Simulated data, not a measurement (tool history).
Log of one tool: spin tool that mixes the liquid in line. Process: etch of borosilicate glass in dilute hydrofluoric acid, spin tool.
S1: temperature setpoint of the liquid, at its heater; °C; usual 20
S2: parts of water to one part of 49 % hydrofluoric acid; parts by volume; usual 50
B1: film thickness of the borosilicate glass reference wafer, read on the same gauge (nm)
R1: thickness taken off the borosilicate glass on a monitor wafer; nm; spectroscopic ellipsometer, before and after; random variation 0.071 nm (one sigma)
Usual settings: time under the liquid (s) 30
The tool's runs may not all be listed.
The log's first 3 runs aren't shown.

run 4 hour=63.6 | S1=20 S2=50 time_under_the_liquid_(s)=30 | B1=70 | R1=23.6
run 5 hour=88 | S1=20 S2=50 time_under_the_liquid_(s)=30 | B1=70.01 | R1=23.51
run 6 hour=118.3 | S1=20 S2=50 time_under_the_liquid_(s)=30 | B1=69.99 | R1=23.56
run 7 hour=136.3 | S1=23.5 S2=50 time_under_the_liquid_(s)=30 | B1=69.97 | R1=27.29
run 8 hour=150.6 | S1=20 S2=60 time_under_the_liquid_(s)=30 | B1=69.99 | R1=19.59
-- hour=176.1 hydrofluoric acid flow meter replaced
run 9 hour=178.5 | S1=17 S2=50 time_under_the_liquid_(s)=30 | B1=69.99 | R1=19.8
run 10 hour=201.8 | S1=20 S2=35 time_under_the_liquid_(s)=35 | B1=69.99 | R1=38.25
run 11 hour=224.4 | S1=20 S2=50 time_under_the_liquid_(s)=30 | B1=69.99 | R1=22.69
run 12 hour=252 | S1=20 S2=35 time_under_the_liquid_(s)=30 | B1=70.02 | R1=33.08
-- hour=258 thermometer replaced
run 13 hour=303 | S1=23.5 S2=50 time_under_the_liquid_(s)=15 | B1=70 | R1=12.7
run 14 hour=322.3 | S1=17 S2=70 time_under_the_liquid_(s)=30 | B1=69.98 | R1=13.49
run 15 hour=340.7 | S1=17 S2=60 time_under_the_liquid_(s)=30 | B1=69.99 | R1=15.86
run 16 hour=355.4 | S1=17 S2=40 time_under_the_liquid_(s)=50 | B1=70.02 | R1=40.58
run 17 hour=385.3 | S1=20 S2=50 time_under_the_liquid_(s)=30 | B1=70 | R1=22.06
run 18 hour=405.9 | S1=17 S2=40 time_under_the_liquid_(s)=30 | B1=70 | R1=24.55

Run 19 comes next. What will it give?
run 19 hour=418.5 | S1=20 S2=50 time_under_the_liquid_(s)=15 | B1=? | R1=?

B1: 70.01
R1: 11.04 nm
Without the tool's hidden state the same run would have given R1 10.77 nm.

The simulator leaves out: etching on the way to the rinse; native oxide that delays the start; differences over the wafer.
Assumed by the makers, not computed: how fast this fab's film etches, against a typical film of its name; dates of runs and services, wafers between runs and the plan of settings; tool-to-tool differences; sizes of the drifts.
